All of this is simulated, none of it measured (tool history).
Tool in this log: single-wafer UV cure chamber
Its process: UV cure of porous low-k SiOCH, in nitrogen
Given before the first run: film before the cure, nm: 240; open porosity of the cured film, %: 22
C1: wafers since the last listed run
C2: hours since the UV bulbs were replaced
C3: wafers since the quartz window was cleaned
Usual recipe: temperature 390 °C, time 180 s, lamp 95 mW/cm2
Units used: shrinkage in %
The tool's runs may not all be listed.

Run 1, hour 0.0: usual settings but time 130 s, lamp 72 mW/cm2; C1 0; C2 1398.6; C3 1767. Result: shrinkage 6.360 %.
Run 2, hour 22.2: usual settings; C1 153; C2 1420.8; C3 1920. Result: shrinkage 8.757 %.
Run 3, hour 53.7: usual settings; C1 217; C2 1452.3; C3 2137. Result: shrinkage 8.925 %.
Run 4, hour 85.9: usual settings but temperature 405 °C; C1 221; C2 1484.5; C3 2359. Result: shrinkage 8.973 %.
Run 5, hour 108.9: usual settings but temperature 405 °C; C1 158; C2 1507.5; C3 2517. Result: shrinkage 8.877 %.
Run 6, hour 138.8: usual settings but temperature 405 °C; C1 206; C2 1537.4; C3 2723. Result: shrinkage 9.007 %.
At hour 173.8: quartz window cleaned.
Run 7, hour 174.3: usual settings; C1 189; C2 1572.9; C3 3. Result: shrinkage 9.756 %.
Run 8, hour 195.5: usual settings; C1 146; C2 1594.1; C3 149. Result: shrinkage 9.503 %.
Run 9, hour 216.0: usual settings but time 110 s; C1 141; C2 1614.6; C3 290. Result: shrinkage 7.386 %.
Run 10, hour 237.0: usual settings but time 110 s; C1 144; C2 1635.6; C3 435. Result: shrinkage 7.337 %.
Run 11, hour 256.9: usual settings but time 110 s; C1 137; C2 1655.5; C3 572. Result: shrinkage 7.165 %.
Run 12, hour 278.9: usual settings but lamp 113 mW/cm2; C1 151; C2 1677.5; C3 724. Result: shrinkage 9.939 %.
Run 13, hour 299.5: usual settings but lamp 113 mW/cm2; C1 141; C2 1698.1; C3 866. Result: shrinkage 9.669 %.
Run 14, hour 335.1: usual settings but lamp 113 mW/cm2; C1 245; C2 1733.7; C3 1111. Result: shrinkage 9.673 %.
Run 15, hour 358.1: usual settings; C1 158; C2 1756.7; C3 1270. Result: shrinkage 8.706 %.
Run 16, hour 386.5: usual settings but temperature 380 °C, time 255 s; C1 195; C2 1785.1; C3 1466. Result: shrinkage 10.050 %.
Run 17, hour 407.7: usual settings; C1 146; C2 1806.3; C3 1612. Result: shrinkage 8.677 %.
Run 18, hour 426.1: usual settings; C1 126; C2 1824.7; C3 1738. Result: shrinkage 8.607 %.
Run 19, hour 450.6: usual settings but time 145 s; C1 168; C2 1849.2; C3 1907. Result: shrinkage 7.769 %.
Run 20, hour 485.0: usual settings; C1 237; C2 1883.6; C3 2144. Result: shrinkage 8.595 %.
Run 21, hour 512.6: usual settings but temperature 407 °C, time 240 s, lamp 61 mW/cm2; C1 190; C2 1911.2; C3 2335. Result: shrinkage 7.990 %.
Run 22, hour 526.6: usual settings but temperature 377 °C, time 125 s, lamp 119 mW/cm2; C1 96; C2 1925.2; C3 2431. Result: shrinkage 7.707 %.
At hour 544.2: quartz window cleaned.
Run 23, hour 557.0: usual settings but temperature 396 °C, time 235 s, lamp 115 mW/cm2; C1 154; C2 1955.6; C3 88. Result: shrinkage 11.426 %.
Run 24, hour 571.3: usual settings but time 95 s; C1 98; C2 1969.9; C3 187. Result: shrinkage 6.396 %.
Run 25, hour 585.6: usual settings but temperature 398 °C, time 280 s; C1 98; C2 1984.2; C3 285. Result: shrinkage 11.176 %.
Run 26, hour 619.1: usual settings; C1 230; C2 2017.7; C3 516. Result: shrinkage 8.994 %.
Run 27, hour 647.7: usual settings but temperature 407 °C, time 150 s; C1 197; C2 2046.3; C3 713. Result: shrinkage 8.369 %.
Run 28, hour 663.0: usual settings but temperature 370 °C, time 95 s, lamp 80 mW/cm2; C1 105; C2 2061.6; C3 819. Result: shrinkage 5.090 %.
Run 29, hour 695.2: usual settings but temperature 380 °C, time 275 s, lamp 75 mW/cm2; C1 221; C2 2093.8; C3 1041. Result: shrinkage 9.264 %.
Run 30, hour 711.5: usual settings but temperature 399 °C, time 240 s; C1 112; C2 2110.1; C3 1153. Result: shrinkage 9.911 %.
At hour 739.2: UV bulbs replaced.
Run 31, hour 739.7: usual settings; C1 139; C2 0.5; C3 1292. Result: shrinkage 9.994 %.
Run 32, hour 754.9: usual settings; C1 104; C2 15.7; C3 1397. Result: shrinkage 9.810 %.
Run 33, hour 860.9: usual settings but temperature 382 °C, time 220 s, lamp 56 mW/cm2; C1 730; C2 121.7; C3 2127. Result: shrinkage 8.156 %.
Run 34, hour 886.0: usual settings but temperature 406 °C, time 260 s, lamp 109 mW/cm2; C1 172; C2 146.8; C3 2300. Result: shrinkage 12.157 %.
Run 35, hour 907.2: usual settings; C1 146; C2 168.0; C3 2447. Result: shrinkage 9.545 %.
Run 36, hour 920.9: usual settings but time 145 s, lamp 127 mW/cm2; C1 94; C2 181.7; C3 2541. Result: shrinkage 10.019 %.
Run 37, hour 935.3: usual settings but time 120 s; C1 99; C2 196.1; C3 2640. Result: shrinkage 7.801 %.
Run 38, hour 962.7: usual settings but time 215 s; C1 188; C2 223.5; C3 2829. Result: shrinkage 10.325 %.

3 options for the next run, each taken on its own from the tool as it stands now. Forecast them:
Run A, hour 963.2: usual settings but lamp 106 mW/cm2; C1 3; C2 224.0; C3 2833. Result: shrinkage ?.
Run B, hour 963.2: usual settings but temperature 381 °C; C1 3; C2 224.0; C3 2833. Result: shrinkage ?.
Run C, hour 963.2: usual settings but temperature 401 °C, time 220 s; C1 3; C2 224.0; C3 2833. Result: shrinkage ?.

run  shrinkage
  A     10.078
  B      9.444
  C     10.670
The same runs, with their run-to-run variation unchanged, on a tool lacking any hidden condition would have given:
run  shrinkage
  A     11.317
  B     10.664
  C     11.928
